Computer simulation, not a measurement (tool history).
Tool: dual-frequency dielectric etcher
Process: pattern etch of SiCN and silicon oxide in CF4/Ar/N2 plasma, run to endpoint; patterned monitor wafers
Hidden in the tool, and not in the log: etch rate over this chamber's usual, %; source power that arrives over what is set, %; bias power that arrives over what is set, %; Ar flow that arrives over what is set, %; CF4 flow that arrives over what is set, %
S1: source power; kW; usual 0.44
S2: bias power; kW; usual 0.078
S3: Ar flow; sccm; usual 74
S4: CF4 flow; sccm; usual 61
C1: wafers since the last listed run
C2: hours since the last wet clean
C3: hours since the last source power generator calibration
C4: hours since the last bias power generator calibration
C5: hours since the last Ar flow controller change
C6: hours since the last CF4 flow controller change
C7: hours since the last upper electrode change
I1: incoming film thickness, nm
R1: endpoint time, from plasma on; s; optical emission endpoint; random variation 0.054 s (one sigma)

| run | hour | S1 | S2 | S3 | S4 | C1 | C2 | C3 | C4 | C5 | C6 | C7 | I1 | R1 |
|---|---|---|---|---|---|---|---|---|---|---|---|---|---|---|
| 1 | 0 | 0.44 | 0.071 | 74 | 65 | 0 | 536.6 | 3156.3 | 2941.2 | 3532.7 | 2050.8 | 5027.4 | 13.46 | 14.3 |
| 2 | 11 | 0.44 | 0.071 | 74 | 65 | 150 | 547.6 | 3167.3 | 2952.2 | 3543.7 | 2061.8 | 5038.4 | 13.46 | 14.2 |
| 3 | 25.8 | 0.44 | 0.086 | 74 | 61 | 201 | 562.4 | 3182.1 | 2967 | 3558.5 | 2076.6 | 5053.2 | 13.42 | 12.9 |
| 4 | 42.8 | 0.44 | 0.086 | 74 | 61 | 231 | 579.4 | 3199.1 | 2984 | 3575.5 | 2093.6 | 5070.2 | 13.44 | 13 |
| 5 | 57.8 | 0.44 | 0.078 | 74 | 61 | 204 | 594.4 | 3214.1 | 2999 | 3590.5 | 2108.6 | 5085.2 | 13.53 | 13.8 |
| 6 | 65.3 | 0.37 | 0.078 | 74 | 61 | 102 | 601.9 | 3221.6 | 3006.5 | 3598 | 2116.1 | 5092.7 | 13.5 | 16.9 |
|  | 92.2 | CF4 flow controller replaced |
|  | 98.4 | wet clean of the chamber |
| 7 | 98.9 | 0.37 | 0.078 | 74 | 61 | 292 | 0.5 | 3255.2 | 3040.1 | 3631.6 | 6.7 | 5126.3 | 13.36 | 16.2 |
| 8 | 99.2 | 0.37 | 0.078 | 74 | 61 | 4 | 0.8 | 3255.5 | 3040.4 | 3631.9 | 7 | 5126.6 | 13.38 | 16.2 |
| 9 | 108.1 | 0.44 | 0.078 | 85 | 53 | 121 | 9.7 | 3264.4 | 3049.3 | 3640.8 | 15.9 | 5135.5 | 13.36 | 13.6 |
| 10 | 115.9 | 0.44 | 0.09 | 74 | 55 | 106 | 17.5 | 3272.2 | 3057.1 | 3648.6 | 23.7 | 5143.3 | 13.39 | 12.4 |
|  | 126.1 | source power generator calibrated |
|  | 138.8 | Ar flow controller replaced |
|  | 145.6 | bias power generator calibrated |
|  | 147.1 | wet clean of the chamber, repeated, since the last time left the tool worse |
|  | 165.6 | upper electrode replaced |
| 11 | 166.1 | 0.44 | 0.078 | 74 | 61 | 221 | 19 | 40 | 20.5 | 27.3 | 73.9 | 0.5 | 13.46 | 14.2 |
| 12 | 166.4 | 0.54 | 0.078 | 74 | 56 | 4 | 19.3 | 40.3 | 20.8 | 27.6 | 74.2 | 0.8 | 13.48 | 11.4 |
| 13 | 186.5 | 0.44 | 0.078 | 60 | 61 | 274 | 39.4 | 60.4 | 40.9 | 47.7 | 94.3 | 20.9 | 13.47 | 13.9 |
| 14 | 193.6 | 0.44 | 0.073 | 87 | 61 | 96 | 46.5 | 67.5 | 48 | 54.8 | 101.4 | 28 | 13.4 | 14.9 |
| 15 | 200 | 0.44 | 0.078 | 74 | 61 | 87 | 52.9 | 73.9 | 54.4 | 61.2 | 107.8 | 34.4 | 13.42 | 14.1 |
| 16 | 209.8 | 0.44 | 0.064 | 74 | 68 | 133 | 62.7 | 83.7 | 64.2 | 71 | 117.6 | 44.2 | 13.4 | 15.3 |

Forecast each of these 3 alternatives for the next run:
| A | 210.2 | 0.44 | 0.078 | 74 | 61 | 5 | 63.1 | 84.1 | 64.6 | 71.4 | 118 | 44.6 | 13.41 | ? |
| B | 210.2 | 0.55 | 0.096 | 84 | 57 | 5 | 63.1 | 84.1 | 64.6 | 71.4 | 118 | 44.6 | 13.41 | ? |
| C | 210.2 | 0.53 | 0.078 | 74 | 71 | 5 | 63.1 | 84.1 | 64.6 | 71.4 | 118 | 44.6 | 13.41 | ? |

| run | R1 |
|---|---|
| A | 14.1 |
| B | 10.3 |
| C | 11.4 |
Without the tool's hidden state the same runs would have given:
| run | R1 |
|---|---|
| A | 14.2 |
| B | 10.3 |
| C | 11.4 |

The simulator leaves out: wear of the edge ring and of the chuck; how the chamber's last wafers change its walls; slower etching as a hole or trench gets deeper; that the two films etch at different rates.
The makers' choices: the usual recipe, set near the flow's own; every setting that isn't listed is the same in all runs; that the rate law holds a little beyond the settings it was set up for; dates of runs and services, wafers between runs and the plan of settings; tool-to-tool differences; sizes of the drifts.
